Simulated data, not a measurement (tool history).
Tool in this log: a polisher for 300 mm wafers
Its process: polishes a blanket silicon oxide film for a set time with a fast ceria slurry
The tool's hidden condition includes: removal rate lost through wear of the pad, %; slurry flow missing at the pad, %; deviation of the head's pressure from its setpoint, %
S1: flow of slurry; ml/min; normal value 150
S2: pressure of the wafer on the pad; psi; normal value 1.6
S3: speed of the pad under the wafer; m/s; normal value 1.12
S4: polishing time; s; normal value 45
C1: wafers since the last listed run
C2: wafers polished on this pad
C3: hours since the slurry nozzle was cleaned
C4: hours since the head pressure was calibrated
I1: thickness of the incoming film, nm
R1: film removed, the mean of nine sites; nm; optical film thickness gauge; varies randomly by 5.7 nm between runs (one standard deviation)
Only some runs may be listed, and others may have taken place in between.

run   hour   S1   S2    S3  S4   C1    C2     C3     C4      I1     R1
  1      0  150  1.2  1.12  45    0  1059  775.6  562.9  2486.2  283.2
        15  -- worn pad replaced by a new one
  2   15.5  150  1.2  1.12  45  122     5  791.1  578.4  2491.8  305.6
  3   28.8  150  1.2  1.12  45  141   146  804.4  591.7  2446.9  292.6
  4   38.1  150  1.6  1.12  45   99   245  813.7    601    2501  403.7
  5   50.6  130  2.1  1.12  45  133   379  826.2  613.5  2497.6  519.6
  6     70  150  1.6  0.84  45  206   585  845.6  632.9  2489.1  329.6
  7   77.2  150  1.6  0.84  45   76   662  852.8  640.1  2467.1    328
  8   94.8  150  1.6  0.84  45  187   849  870.4  657.7  2449.7  322.9
  9  110.8  150  1.6  1.12  45  170  1020  886.4  673.7  2503.8  374.6
 10  123.4  150  1.6  1.12  45  134  1154    899  686.3  2475.4  372.7
     141.1  -- worn pad replaced by a new one
 11  141.6  150  1.6  1.12  45  151     4  917.2  704.5    2493  349.8
 12  146.2  150  1.6  1.12  45   48    53  921.8  709.1  2457.7    346
     149.1  -- head pressure recalibrated
 13  161.7  150  1.6  1.12  45  143   197  937.3   12.6  2522.9  352.8
     169.6  -- slurry nozzle cleaned
 14  170.1  150  1.2  1.12  45   78   276    0.5     21  2429.5  257.5
     193.9  -- worn pad replaced by a new one, repeated, since the last time left the tool worse
 15  220.9  120  1.6  0.88  45  498   287   51.3   71.8  2455.2  332.2
 16  231.5  150  1.6  1.12  45  112   400   61.9   82.4  2448.2  399.5
 17  255.9  150  1.6  1.12  39  259   660   86.3  106.8  2480.2  336.6
 18  263.5  130  2.1  1.12  45   80   741   93.9  114.4  2477.2    508
 19  281.4  150    1   1.3  52  190   932  111.8  132.3  2464.5  304.8
 20  295.5  150  1.6  1.12  38  150  1082  125.9  146.4  2491.1  329.8
     307.8  -- worn pad replaced by a new one
 21  308.3  110  1.6  1.12  45   93     5  138.7  159.2    2435  382.9
 22  312.8  150  1.6  1.44  56   47    53  143.2  163.7  2488.3  581.8
 23  324.9  150  1.6  1.12  45  128   181  155.3  175.8  2502.7  401.1
 24    339  150  1.6  1.12  55  150   332  169.4  189.9  2474.6  468.2

5 options for the next run, each taken on its own from the tool as it stands now. Forecast them:
  A  339.4  150  1.6  1.12  40   4  336  169.8  190.3  2475.8   ?
  B  339.4  150  2.1  1.12  45   4  336  169.8  190.3  2475.8   ?
  C  339.4  110  1.2  0.92  40   4  336  169.8  190.3  2475.8   ?
  D  339.4  150    1  0.92  45   4  336  169.8  190.3  2475.8   ?
  E  339.4  150  1.4  0.76  35   4  336  169.8  190.3  2475.8   ?

run     R1
  A  338.9
  B  500.4
  C  217.8
  D  210.9
  E  205.8
With no hidden state in the tool, these same runs would have given:
run     R1
  A  347.8
  B  513.5
  C  223.5
  D  216.5
  E  211.2

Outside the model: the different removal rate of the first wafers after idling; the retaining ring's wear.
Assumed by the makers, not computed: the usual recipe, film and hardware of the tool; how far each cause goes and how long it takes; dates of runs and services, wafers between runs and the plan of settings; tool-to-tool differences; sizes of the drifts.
